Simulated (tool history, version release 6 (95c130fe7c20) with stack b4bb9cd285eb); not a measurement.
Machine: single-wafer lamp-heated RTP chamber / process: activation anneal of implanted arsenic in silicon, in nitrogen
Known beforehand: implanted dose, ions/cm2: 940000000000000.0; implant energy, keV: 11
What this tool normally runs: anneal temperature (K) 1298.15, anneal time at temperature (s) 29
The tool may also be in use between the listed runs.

run,hour,anneal temperature (K),anneal time at temperature (s),wafers since the last listed run,wafers since the last pyrometer calibration,wafers since the reflector plate was cleaned,hours since the gauge calibration,"read-back reference wafer on the same gauge, sheet resistance",sheet resistance of the implanted and annealed layer (ohm/square)
1,0.0,1298.15,29,0,1676,13439,75.4,123.03,130.74
2,43.7,1298.15,29,462,2139,13902,119.1,122.93,130.94
3,53.9,1298.15,29,108,2247,14010,129.3,123.00,130.11
4,60.4,1314.15,29,68,2316,14079,135.8,123.02,124.62
5,77.1,1314.15,29,176,2493,14256,152.5,122.98,125.00
# hour 91.9: pyrometer window cleaned and pyrometer calibrated
6,92.4,1314.15,29,77,4,14333,167.8,123.00,129.74
7,107.0,1282.15,29,154,159,14488,182.4,122.85,142.71
8,114.1,1282.15,29,75,234,14563,189.5,123.08,142.10
9,125.2,1282.15,29,117,352,14681,200.6,122.96,143.20
10,134.5,1313.15,29,98,450,14779,209.9,123.16,128.89
11,150.9,1313.15,29,173,624,14953,226.3,123.05,128.36
12,165.3,1307.15,37,152,777,15105,240.7,122.99,126.39
13,177.6,1307.15,37,130,907,15236,253.0,122.98,125.84
14,197.1,1298.15,29,206,1113,15442,272.5,122.89,133.65
15,206.1,1315.15,29,95,1209,15538,281.5,123.01,126.38
16,215.2,1298.15,41,96,1305,15634,290.6,122.99,126.43
# hour 219.2: gauge calibrated
17,230.3,1308.15,29,159,1465,15794,11.1,123.02,128.86
18,240.8,1314.15,40,111,1576,15905,21.6,122.94,122.31
19,256.1,1298.15,29,162,1738,16067,36.9,123.01,131.28
# hour 265.1: reflector plate cleaned
20,269.6,1298.15,42,58,1797,48,50.4,122.99,125.66
21,279.1,1298.15,29,100,1897,148,59.9,122.87,130.40
22,287.9,1313.15,29,93,1991,241,68.7,122.99,126.40

Estimate the outcome of run 23 from the log above:
23,301.0,1298.15,29,138,2129,380,81.8,?,?

Run 23 measured read-back reference wafer on the same gauge, sheet resistance 123.07, sheet resistance of the implanted and annealed layer (ohm/square) 129.46.
The same run, on a tool lacking any hidden state, would have yielded sheet resistance of the implanted and annealed layer (ohm/square) 134.31.

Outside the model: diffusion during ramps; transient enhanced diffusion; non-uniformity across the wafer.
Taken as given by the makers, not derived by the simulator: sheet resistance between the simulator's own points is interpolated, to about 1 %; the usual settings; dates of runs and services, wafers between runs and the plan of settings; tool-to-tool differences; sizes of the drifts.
